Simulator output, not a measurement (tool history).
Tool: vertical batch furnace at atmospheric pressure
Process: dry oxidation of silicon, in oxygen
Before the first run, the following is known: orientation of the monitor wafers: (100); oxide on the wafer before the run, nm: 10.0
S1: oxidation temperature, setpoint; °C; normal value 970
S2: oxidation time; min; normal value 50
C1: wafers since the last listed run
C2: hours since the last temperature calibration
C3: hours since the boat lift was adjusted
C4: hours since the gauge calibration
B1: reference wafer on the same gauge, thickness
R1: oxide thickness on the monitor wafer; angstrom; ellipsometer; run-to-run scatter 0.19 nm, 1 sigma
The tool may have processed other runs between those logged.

Run 1, day 0: usual settings; C1 0; C2 1868.5; C3 1844.8; C4 626.6; B1 31.65. Result: R1 369.1 angstrom.
Run 2, day 4.371: usual settings; C1 1413; C2 1973.4; C3 1949.7; C4 731.5; B1 31.62. Result: R1 372.7 angstrom.
At day 6.608: gauge calibrated.
Run 3, day 11.925: usual settings; C1 2443; C2 2154.7; C3 2131; C4 127.6; B1 31.62. Result: R1 372.3 angstrom.
Run 4, day 15.621: usual settings; C1 1195; C2 2243.4; C3 2219.7; C4 216.3; B1 31.56. Result: R1 370.7 angstrom.
Run 5, day 17.829: usual settings but S2 37.5 min; C1 714; C2 2296.4; C3 2272.7; C4 269.3; B1 31.61. Result: R1 319.7 angstrom.
At day 22.421: thermocouples replaced and temperature profile calibrated.
Run 6, day 22.442: usual settings but S2 37.5 min; C1 1168; C2 0.5; C3 2383.4; C4 380; B1 31.62. Result: R1 318.3 angstrom.
Run 7, day 24.95: usual settings but S2 37.5 min; C1 811; C2 60.7; C3 2443.6; C4 440.2; B1 31.59. Result: R1 320.9 angstrom.
At day 28.667: boat lift adjusted.
Run 8, day 33.525: usual settings but S1 988 °C, S2 67.5 min; C1 2449; C2 266.5; C3 116.6; C4 646; B1 31.62. Result: R1 504.8 angstrom.
Run 9, day 37.646: usual settings; C1 1332; C2 365.4; C3 215.5; C4 744.9; B1 31.61. Result: R1 368.8 angstrom.
At day 38.129: gauge calibrated.
Run 10, day 40.712: usual settings but S1 952 °C, S2 29 min; C1 991; C2 439; C3 289.1; C4 62; B1 31.62. Result: R1 250.5 angstrom.
Run 11, day 43.767: usual settings but S1 977 °C, S2 33 min; C1 987; C2 512.3; C3 362.4; C4 135.3; B1 31.61. Result: R1 311.6 angstrom.
Run 12, day 48.033: usual settings but S1 947 °C, S2 38 min; C1 1379; C2 614.7; C3 464.8; C4 237.7; B1 31.61. Result: R1 274.5 angstrom.
Run 13, day 50.296: usual settings but S1 993 °C, S2 28 min; C1 731; C2 669; C3 519.1; C4 292; B1 31.63. Result: R1 323.1 angstrom.
Run 14, day 54.362: usual settings but S1 992 °C, S2 66 min; C1 1315; C2 766.6; C3 616.7; C4 389.6; B1 31.59. Result: R1 514.2 angstrom.
Run 15, day 58.204: usual settings but S1 994 °C, S2 68 min; C1 1242; C2 858.8; C3 708.9; C4 481.8; B1 31.57. Result: R1 535.5 angstrom.
Run 16, day 60.329: usual settings but S1 947 °C, S2 61 min; C1 687; C2 909.8; C3 759.9; C4 532.8; B1 31.62. Result: R1 350.5 angstrom.

Forecast each of these 4 alternatives for the next run:
Run A, day 60.512: usual settings but S2 66.5 min; C1 59; C2 914.2; C3 764.3; C4 537.2; B1 ?. Result: R1 ?.
Run B, day 60.512: usual settings but S2 72 min; C1 59; C2 914.2; C3 764.3; C4 537.2; B1 ?. Result: R1 ?.
Run C, day 60.512: usual settings but S1 991 °C, S2 64 min; C1 59; C2 914.2; C3 764.3; C4 537.2; B1 ?. Result: R1 ?.
Run D, day 60.512: usual settings but S2 28 min; C1 59; C2 914.2; C3 764.3; C4 537.2; B1 ?. Result: R1 ?.

run     B1     R1
  A  31.58  442.8
  B  31.58  464.8
  C  31.58    505
  D  31.58  276.8
Take away the tool's hidden state, keep each run's random variation, and the runs would have read:
run     R1
  A  442.8
  B  464.8
  C    505
  D  276.8
